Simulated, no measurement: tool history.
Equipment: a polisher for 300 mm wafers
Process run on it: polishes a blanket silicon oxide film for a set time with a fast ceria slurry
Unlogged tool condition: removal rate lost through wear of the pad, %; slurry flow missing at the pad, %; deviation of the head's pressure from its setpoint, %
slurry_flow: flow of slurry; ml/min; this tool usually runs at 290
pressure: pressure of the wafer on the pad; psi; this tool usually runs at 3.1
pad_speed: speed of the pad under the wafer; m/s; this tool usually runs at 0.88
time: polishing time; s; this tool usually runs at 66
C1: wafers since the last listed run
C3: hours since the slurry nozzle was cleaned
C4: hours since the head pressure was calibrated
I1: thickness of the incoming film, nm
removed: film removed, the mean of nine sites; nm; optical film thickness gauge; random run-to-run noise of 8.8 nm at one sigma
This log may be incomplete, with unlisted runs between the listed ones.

{"run": 1, "hour": 0.0, "slurry_flow": 290, "pressure": 3.1, "pad_speed": 0.88, "time": 66, "C1": 0, "wafers polished on this pad": 1115, "C3": 654.7, "C4": 100.1, "I1": 3139.3, "removed": 1097.6}
{"hour": 5.9, "done": "worn pad replaced by a new one"}
{"run": 2, "hour": 6.9, "slurry_flow": 290, "pressure": 3.1, "pad_speed": 0.88, "time": 66, "C1": 33, "wafers polished on this pad": 11, "C3": 661.6, "C4": 107, "I1": 3102.1, "removed": 1086.9}
{"run": 3, "hour": 56.9, "slurry_flow": 290, "pressure": 3.1, "pad_speed": 0.88, "time": 66, "C1": 585, "wafers polished on this pad": 597, "C3": 711.6, "C4": 157, "I1": 3167.2, "removed": 1107}
{"run": 4, "hour": 64.9, "slurry_flow": 290, "pressure": 3.1, "pad_speed": 0.88, "time": 66, "C1": 93, "wafers polished on this pad": 690, "C3": 719.6, "C4": 165, "I1": 3159.6, "removed": 1084.5}
{"run": 5, "hour": 71.6, "slurry_flow": 290, "pressure": 3.1, "pad_speed": 0.88, "time": 66, "C1": 78, "wafers polished on this pad": 769, "C3": 726.3, "C4": 171.7, "I1": 3142.2, "removed": 1089.1}
{"run": 6, "hour": 87.5, "slurry_flow": 290, "pressure": 3.1, "pad_speed": 0.88, "time": 66, "C1": 186, "wafers polished on this pad": 955, "C3": 742.2, "C4": 187.6, "I1": 3130.6, "removed": 1075.8}
{"hour": 91.6, "done": "worn pad replaced by a new one"}
{"run": 7, "hour": 94.1, "slurry_flow": 290, "pressure": 3.1, "pad_speed": 0.88, "time": 66, "C1": 30, "wafers polished on this pad": 29, "C3": 748.8, "C4": 194.2, "I1": 3144.1, "removed": 1082.3}
{"run": 8, "hour": 100.9, "slurry_flow": 290, "pressure": 3.1, "pad_speed": 0.88, "time": 66, "C1": 79, "wafers polished on this pad": 108, "C3": 755.6, "C4": 201, "I1": 3098.7, "removed": 1073.6}
{"run": 9, "hour": 110.4, "slurry_flow": 290, "pressure": 3.1, "pad_speed": 1, "time": 66, "C1": 111, "wafers polished on this pad": 219, "C3": 765.1, "C4": 210.5, "I1": 3104, "removed": 1238}
{"run": 10, "hour": 127.2, "slurry_flow": 290, "pressure": 3.1, "pad_speed": 1, "time": 66, "C1": 196, "wafers polished on this pad": 416, "C3": 781.9, "C4": 227.3, "I1": 3093.6, "removed": 1210}
{"run": 11, "hour": 135.8, "slurry_flow": 290, "pressure": 3.1, "pad_speed": 0.88, "time": 58, "C1": 100, "wafers polished on this pad": 517, "C3": 790.5, "C4": 235.9, "I1": 3143.3, "removed": 948.9}
{"run": 12, "hour": 153.0, "slurry_flow": 290, "pressure": 3.1, "pad_speed": 0.88, "time": 58, "C1": 201, "wafers polished on this pad": 718, "C3": 807.7, "C4": 253.1, "I1": 3115.6, "removed": 942}
{"hour": 189.0, "done": "worn pad replaced by a new one"}
{"run": 13, "hour": 201.9, "slurry_flow": 290, "pressure": 3.1, "pad_speed": 0.88, "time": 66, "C1": 525, "wafers polished on this pad": 151, "C3": 856.6, "C4": 302, "I1": 3184.9, "removed": 1057.6}
{"hour": 207.0, "done": "slurry nozzle cleaned"}
{"run": 14, "hour": 214.5, "slurry_flow": 290, "pressure": 3.1, "pad_speed": 0.88, "time": 66, "C1": 135, "wafers polished on this pad": 287, "C3": 7.5, "C4": 314.6, "I1": 3150, "removed": 1061.5}
{"run": 15, "hour": 231.5, "slurry_flow": 290, "pressure": 3.1, "pad_speed": 0.88, "time": 66, "C1": 198, "wafers polished on this pad": 485, "C3": 24.5, "C4": 331.6, "I1": 3204.7, "removed": 1068.8}
{"run": 16, "hour": 248.8, "slurry_flow": 290, "pressure": 3.1, "pad_speed": 0.88, "time": 66, "C1": 202, "wafers polished on this pad": 688, "C3": 41.8, "C4": 348.9, "I1": 3120.4, "removed": 1053.6}
{"run": 17, "hour": 265.2, "slurry_flow": 290, "pressure": 3.1, "pad_speed": 0.88, "time": 66, "C1": 191, "wafers polished on this pad": 880, "C3": 58.2, "C4": 365.3, "I1": 3202.4, "removed": 1047.4}
{"run": 18, "hour": 282.5, "slurry_flow": 290, "pressure": 3.1, "pad_speed": 0.88, "time": 66, "C1": 202, "wafers polished on this pad": 1082, "C3": 75.5, "C4": 382.6, "I1": 3165.7, "removed": 1040.8}
{"hour": 288.6, "done": "worn pad replaced by a new one"}
{"run": 19, "hour": 292.2, "slurry_flow": 290, "pressure": 2.5, "pad_speed": 0.88, "time": 66, "C1": 66, "wafers polished on this pad": 42, "C3": 85.2, "C4": 392.3, "I1": 3148.1, "removed": 836.1}
{"run": 20, "hour": 306.6, "slurry_flow": 290, "pressure": 4.2, "pad_speed": 1.12, "time": 66, "C1": 168, "wafers polished on this pad": 211, "C3": 99.6, "C4": 406.7, "I1": 3086, "removed": 1799.1}
{"run": 21, "hour": 313.9, "slurry_flow": 290, "pressure": 3.1, "pad_speed": 0.88, "time": 66, "C1": 85, "wafers polished on this pad": 296, "C3": 106.9, "C4": 414, "I1": 3090.6, "removed": 1036.5}
{"run": 22, "hour": 329.5, "slurry_flow": 290, "pressure": 3.1, "pad_speed": 0.88, "time": 66, "C1": 182, "wafers polished on this pad": 479, "C3": 122.5, "C4": 429.6, "I1": 3148.4, "removed": 1035.9}
{"run": 23, "hour": 335.9, "slurry_flow": 290, "pressure": 3.1, "pad_speed": 0.88, "time": 66, "C1": 74, "wafers polished on this pad": 554, "C3": 128.9, "C4": 436, "I1": 3088.9, "removed": 1039.8}
{"run": 24, "hour": 342.8, "slurry_flow": 205, "pressure": 3.8, "pad_speed": 0.88, "time": 45, "C1": 80, "wafers polished on this pad": 634, "C3": 135.8, "C4": 442.9, "I1": 3102.1, "removed": 843.9}
{"run": 25, "hour": 358.4, "slurry_flow": 290, "pressure": 3.1, "pad_speed": 0.88, "time": 79, "C1": 182, "wafers polished on this pad": 817, "C3": 151.4, "C4": 458.5, "I1": 3123.1, "removed": 1229.4}
{"run": 26, "hour": 364.9, "slurry_flow": 380, "pressure": 3.1, "pad_speed": 0.88, "time": 66, "C1": 76, "wafers polished on this pad": 893, "C3": 157.9, "C4": 465, "I1": 3103.2, "removed": 1048.4}
{"hour": 381.6, "done": "worn pad replaced by a new one"}
{"hour": 382.1, "done": "head pressure recalibrated"}
{"run": 27, "hour": 382.6, "slurry_flow": 330, "pressure": 3.1, "pad_speed": 0.72, "time": 66, "C1": 154, "wafers polished on this pad": 5, "C3": 175.6, "C4": 0.5, "I1": 3177.4, "removed": 931.9}
{"run": 28, "hour": 398.8, "slurry_flow": 360, "pressure": 3.6, "pad_speed": 0.66, "time": 51, "C1": 189, "wafers polished on this pad": 195, "C3": 191.8, "C4": 16.7, "I1": 3155.3, "removed": 778.8}
{"run": 29, "hour": 408.4, "slurry_flow": 290, "pressure": 3.1, "pad_speed": 0.88, "time": 57, "C1": 112, "wafers polished on this pad": 307, "C3": 201.4, "C4": 26.3, "I1": 3106.7, "removed": 986.6}
{"run": 30, "hour": 416.5, "slurry_flow": 350, "pressure": 3.9, "pad_speed": 0.62, "time": 87, "C1": 94, "wafers polished on this pad": 402, "C3": 209.5, "C4": 34.4, "I1": 3127.4, "removed": 1357.2}
{"run": 31, "hour": 428.3, "slurry_flow": 290, "pressure": 3.1, "pad_speed": 0.88, "time": 66, "C1": 138, "wafers polished on this pad": 540, "C3": 221.3, "C4": 46.2, "I1": 3160.8, "removed": 1127}
{"run": 32, "hour": 443.0, "slurry_flow": 290, "pressure": 3.1, "pad_speed": 0.88, "time": 57, "C1": 172, "wafers polished on this pad": 712, "C3": 236, "C4": 60.9, "I1": 3149.1, "removed": 975.2}
{"run": 33, "hour": 452.1, "slurry_flow": 290, "pressure": 3.1, "pad_speed": 0.76, "time": 59, "C1": 106, "wafers polished on this pad": 819, "C3": 245.1, "C4": 70, "I1": 3106.2, "removed": 868.5}
{"run": 34, "hour": 459.7, "slurry_flow": 330, "pressure": 2.7, "pad_speed": 0.6, "time": 60, "C1": 88, "wafers polished on this pad": 908, "C3": 252.7, "C4": 77.6, "I1": 3163.7, "removed": 618.3}
{"hour": 471.1, "done": "worn pad replaced by a new one"}
{"run": 35, "hour": 471.6, "slurry_flow": 290, "pressure": 3.1, "pad_speed": 1.06, "time": 66, "C1": 92, "wafers polished on this pad": 6, "C3": 264.6, "C4": 89.5, "I1": 3180.4, "removed": 1378.3}
{"run": 36, "hour": 478.3, "slurry_flow": 290, "pressure": 2.5, "pad_speed": 0.68, "time": 60, "C1": 78, "wafers polished on this pad": 84, "C3": 271.3, "C4": 96.2, "I1": 3150.7, "removed": 648.2}

What would each run have given without the hidden state, its run-to-run variation left as it was?
run=1 removed=1135.3
run=2 removed=1125.8
run=3 removed=1157.7
run=4 removed=1136
run=5 removed=1142.2
run=6 removed=1131.9
run=7 removed=1140.1
run=8 removed=1132.5
run=9 removed=1308.3
run=10 removed=1282.9
run=11 removed=1007.8
run=12 removed=1003.9
run=13 removed=1138.2
run=14 removed=1145.2
run=15 removed=1157
run=16 removed=1144.6
run=17 removed=1141.6
run=18 removed=1138.3
run=19 removed=916.3
run=20 removed=1977.5
run=21 removed=1141
run=22 removed=1143.9
run=23 removed=1149.7
run=24 removed=934.5
run=25 removed=1365.6
run=26 removed=1166.1
run=27 removed=930.9
run=28 removed=780.3
run=29 removed=990.3
run=30 removed=1364.4
run=31 removed=1135.4
run=32 removed=985.2
run=33 removed=878.9
run=34 removed=626.6
run=35 removed=1400
run=36 removed=659.2
